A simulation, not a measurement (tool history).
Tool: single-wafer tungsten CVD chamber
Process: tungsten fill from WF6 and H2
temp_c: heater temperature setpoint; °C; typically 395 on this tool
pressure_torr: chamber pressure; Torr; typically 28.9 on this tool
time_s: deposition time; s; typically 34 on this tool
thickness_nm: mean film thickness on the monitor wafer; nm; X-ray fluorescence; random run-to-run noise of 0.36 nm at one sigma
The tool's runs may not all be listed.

| run | hour | temp_c | pressure_torr | time_s | wafers since the last listed run | hours since the last thermocouple change | hours since the last manometer calibration | hours since the showerhead was replaced | hours since the gauge calibration | read-back reference wafer on the same gauge, thickness_nm | thickness_nm |
|---|---|---|---|---|---|---|---|---|---|---|---|
| 1 | 0 | 395 | 28.9 | 34 | 0 | 656.2 | 621.2 | 6805.1 | 1045.9 | 78.969 | 81.927 |
| 2 | 66.5 | 395 | 28.9 | 34 | 1406 | 722.7 | 687.7 | 6871.6 | 1112.4 | 78.987 | 81.53 |
| 3 | 100.6 | 406 | 28.9 | 31.7 | 721 | 756.8 | 721.8 | 6905.7 | 1146.5 | 78.952 | 91.879 |
| 4 | 148.1 | 395 | 28.9 | 34 | 1004 | 804.3 | 769.3 | 6953.2 | 1194 | 79.075 | 82.179 |
| 5 | 303.4 | 395 | 28.9 | 34 | 3285 | 959.6 | 924.6 | 7108.5 | 1349.3 | 78.963 | 82.798 |
| 6 | 371.7 | 395 | 28.9 | 34 | 1444 | 1027.9 | 992.9 | 7176.8 | 1417.6 | 78.93 | 82.945 |
| 7 | 466 | 395 | 28.9 | 34 | 1994 | 1122.2 | 1087.2 | 7271.1 | 1511.9 | 78.948 | 84.563 |
| 8 | 533.6 | 395 | 28.9 | 34 | 1430 | 1189.8 | 1154.8 | 7338.7 | 1579.5 | 78.898 | 84.41 |
| 9 | 562.7 | 395 | 28.9 | 34 | 615 | 1218.9 | 1183.9 | 7367.8 | 1608.6 | 79.04 | 84.371 |
|  | 597.2 | gauge calibrated |
| 10 | 632.1 | 395 | 28.9 | 34 | 1468 | 1288.3 | 1253.3 | 7437.2 | 34.9 | 79.094 | 84.813 |
|  | 670.1 | showerhead replaced |
|  | 676.4 | thermocouple changed; heater temperature recalibrated |
| 11 | 681.9 | 395 | 28.9 | 34 | 751 | 5.5 | 1303.1 | 11.8 | 84.7 | 79.036 | 83.174 |
| 12 | 739.9 | 395 | 28.9 | 34 | 1227 | 63.5 | 1361.1 | 69.8 | 142.7 | 78.885 | 83.827 |
| 13 | 771.3 | 395 | 33.5 | 29.9 | 664 | 94.9 | 1392.5 | 101.2 | 174.1 | 79.067 | 80.534 |
| 14 | 799.6 | 395 | 33.5 | 29.9 | 598 | 123.2 | 1420.8 | 129.5 | 202.4 | 79.002 | 80.013 |
| 15 | 862.9 | 395 | 33.5 | 29.9 | 1339 | 186.5 | 1484.1 | 192.8 | 265.7 | 79.055 | 81.19 |
| 16 | 887.7 | 395 | 28.9 | 39.8 | 524 | 211.3 | 1508.9 | 217.6 | 290.5 | 78.92 | 98.722 |
| 17 | 918.8 | 395 | 24.1 | 34 | 657 | 242.4 | 1540 | 248.7 | 321.6 | 79.141 | 73.822 |
| 18 | 963.3 | 395 | 28.9 | 34 | 941 | 286.9 | 1584.5 | 293.2 | 366.1 | 79.041 | 84.29 |
|  | 1131.3 | capacitance manometer re-zeroed and calibrated |
| 19 | 1157.7 | 395 | 28.9 | 34 | 3943 | 481.3 | 26.4 | 487.6 | 560.5 | 78.971 | 81.206 |
| 20 | 1186.6 | 395 | 34.4 | 34 | 611 | 510.2 | 55.3 | 516.5 | 589.4 | 79.133 | 90.722 |
| 21 | 1227.1 | 391 | 21.7 | 30.6 | 856 | 550.7 | 95.8 | 557 | 629.9 | 79.006 | 54.966 |
| 22 | 1300.6 | 382 | 23.2 | 27.9 | 1554 | 624.2 | 169.3 | 630.5 | 703.4 | 78.99 | 45.476 |
| 23 | 1367.2 | 395 | 28.9 | 34 | 1408 | 690.8 | 235.9 | 697.1 | 770 | 79.048 | 81.168 |
| 24 | 1426.9 | 384 | 28.9 | 34 | 1262 | 750.5 | 295.6 | 756.8 | 829.7 | 78.971 | 67.532 |
| 25 | 1480.6 | 395 | 25.7 | 34 | 1136 | 804.2 | 349.3 | 810.5 | 883.4 | 78.987 | 75.408 |
| 26 | 1543.1 | 385 | 28.9 | 38.6 | 1322 | 866.7 | 411.8 | 873 | 945.9 | 79.007 | 78.145 |
| 27 | 1571.7 | 382 | 23.2 | 27.9 | 605 | 895.3 | 440.4 | 901.6 | 974.5 | 78.867 | 45.767 |
| 28 | 1603.2 | 395 | 32.3 | 38.4 | 666 | 926.8 | 471.9 | 933.1 | 1006 | 78.978 | 100.42 |
| 29 | 1633.6 | 383 | 28.9 | 34 | 643 | 957.2 | 502.3 | 963.5 | 1036.4 | 78.939 | 67.17 |
| 30 | 1674.9 | 408 | 34.5 | 31.9 | 873 | 998.5 | 543.6 | 1004.8 | 1077.7 | 78.945 | 107.408 |
| 31 | 1713.1 | 395 | 28.9 | 34 | 808 | 1036.7 | 581.8 | 1043 | 1115.9 | 79.076 | 83.515 |
| 32 | 1750.7 | 395 | 28.9 | 35.9 | 795 | 1074.3 | 619.4 | 1080.6 | 1153.5 | 78.941 | 87.356 |
| 33 | 1817.6 | 404 | 22.9 | 34 | 1415 | 1141.2 | 686.3 | 1147.5 | 1220.4 | 78.996 | 81.234 |

What if the next run were any one of these 5? Each begins from the tool's condition after run 33:
| A | 1818 | 395 | 28.9 | 36.1 | 8 | 1141.6 | 686.7 | 1147.9 | 1220.8 | ? | ? |
| B | 1818 | 410 | 34 | 37.5 | 8 | 1141.6 | 686.7 | 1147.9 | 1220.8 | ? | ? |
| C | 1818 | 395 | 28.9 | 39.1 | 8 | 1141.6 | 686.7 | 1147.9 | 1220.8 | ? | ? |
| D | 1818 | 380 | 28.9 | 34 | 8 | 1141.6 | 686.7 | 1147.9 | 1220.8 | ? | ? |
| E | 1818 | 395 | 23.7 | 27.8 | 8 | 1141.6 | 686.7 | 1147.9 | 1220.8 | ? | ? |

| run | read-back reference wafer on the same gauge, thickness_nm | thickness_nm |
|---|---|---|
| A | 79.063 | 88.98 |
| B | 79.063 | 130.585 |
| C | 79.063 | 96.401 |
| D | 79.063 | 64.606 |
| E | 79.063 | 59.455 |
What these runs would have given with no unlogged condition in the tool:
| run | thickness_nm |
|---|---|
| A | 86.374 |
| B | 126.984 |
| C | 93.578 |
| D | 62.626 |
| E | 57.708 |
